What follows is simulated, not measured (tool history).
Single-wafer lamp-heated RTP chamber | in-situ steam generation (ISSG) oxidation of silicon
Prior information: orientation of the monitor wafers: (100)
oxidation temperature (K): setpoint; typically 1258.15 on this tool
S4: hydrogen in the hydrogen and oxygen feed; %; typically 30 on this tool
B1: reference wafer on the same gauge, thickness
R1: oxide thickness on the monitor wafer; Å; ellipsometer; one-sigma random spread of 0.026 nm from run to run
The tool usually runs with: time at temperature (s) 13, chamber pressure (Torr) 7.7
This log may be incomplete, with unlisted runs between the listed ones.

run 1 hour=0 | oxidation_temperature_(K)=1258.15 time_at_temperature_(s)=13 chamber_pressure_(Torr)=7.7 S4=30 | B1=3.78 | R1=47.36
run 2 hour=27.5 | oxidation_temperature_(K)=1258.15 time_at_temperature_(s)=13 chamber_pressure_(Torr)=7.7 S4=30 | B1=3.775 | R1=47.14
run 3 hour=55.2 | oxidation_temperature_(K)=1258.15 time_at_temperature_(s)=13 chamber_pressure_(Torr)=7.7 S4=30 | B1=3.778 | R1=46.95
run 4 hour=93.4 | oxidation_temperature_(K)=1258.15 time_at_temperature_(s)=13 chamber_pressure_(Torr)=7.7 S4=30 | B1=3.778 | R1=46.84
run 5 hour=155.1 | oxidation_temperature_(K)=1258.15 time_at_temperature_(s)=13 chamber_pressure_(Torr)=7.7 S4=30 | B1=3.78 | R1=46.83
run 6 hour=181.7 | oxidation_temperature_(K)=1258.15 time_at_temperature_(s)=13 chamber_pressure_(Torr)=7.7 S4=30 | B1=3.782 | R1=47.06
run 7 hour=241.8 | oxidation_temperature_(K)=1258.15 time_at_temperature_(s)=13 chamber_pressure_(Torr)=7.7 S4=30 | B1=3.781 | R1=46.87
run 8 hour=312.5 | oxidation_temperature_(K)=1258.15 time_at_temperature_(s)=13 chamber_pressure_(Torr)=7.7 S4=30 | B1=3.774 | R1=47.93
-- hour=385.7 pyrometer window cleaned and pyrometer calibrated
-- hour=393.2 hydrogen flow controller replaced
run 9 hour=393.7 | oxidation_temperature_(K)=1258.15 time_at_temperature_(s)=13 chamber_pressure_(Torr)=7.7 S4=30 | B1=3.776 | R1=46.82
run 10 hour=424.3 | oxidation_temperature_(K)=1258.15 time_at_temperature_(s)=13 chamber_pressure_(Torr)=7.7 S4=30 | B1=3.785 | R1=46.13
run 11 hour=454 | oxidation_temperature_(K)=1264.15 time_at_temperature_(s)=9 chamber_pressure_(Torr)=7.7 S4=32 | B1=3.781 | R1=41.49
-- hour=482.9 pressure gauge zeroed
run 12 hour=483.4 | oxidation_temperature_(K)=1246.15 time_at_temperature_(s)=13 chamber_pressure_(Torr)=8.8 S4=30 | B1=3.773 | R1=44.22
run 13 hour=528.9 | oxidation_temperature_(K)=1258.15 time_at_temperature_(s)=13 chamber_pressure_(Torr)=7.7 S4=30 | B1=3.775 | R1=46.56
run 14 hour=576.3 | oxidation_temperature_(K)=1258.15 time_at_temperature_(s)=13 chamber_pressure_(Torr)=7.7 S4=30 | B1=3.778 | R1=46.58
run 15 hour=673 | oxidation_temperature_(K)=1258.15 time_at_temperature_(s)=9 chamber_pressure_(Torr)=7.7 S4=30 | B1=3.783 | R1=40.85

What will run 16 give?
run 16 hour=740.8 | oxidation_temperature_(K)=1258.15 time_at_temperature_(s)=13 chamber_pressure_(Torr)=7.7 S4=30 | B1=? | R1=?

{"run 16": {"B1": 3.777, "R1": 47.03}}
Minus the tool's unlogged condition, the same run would have read R1 45.9 Å.
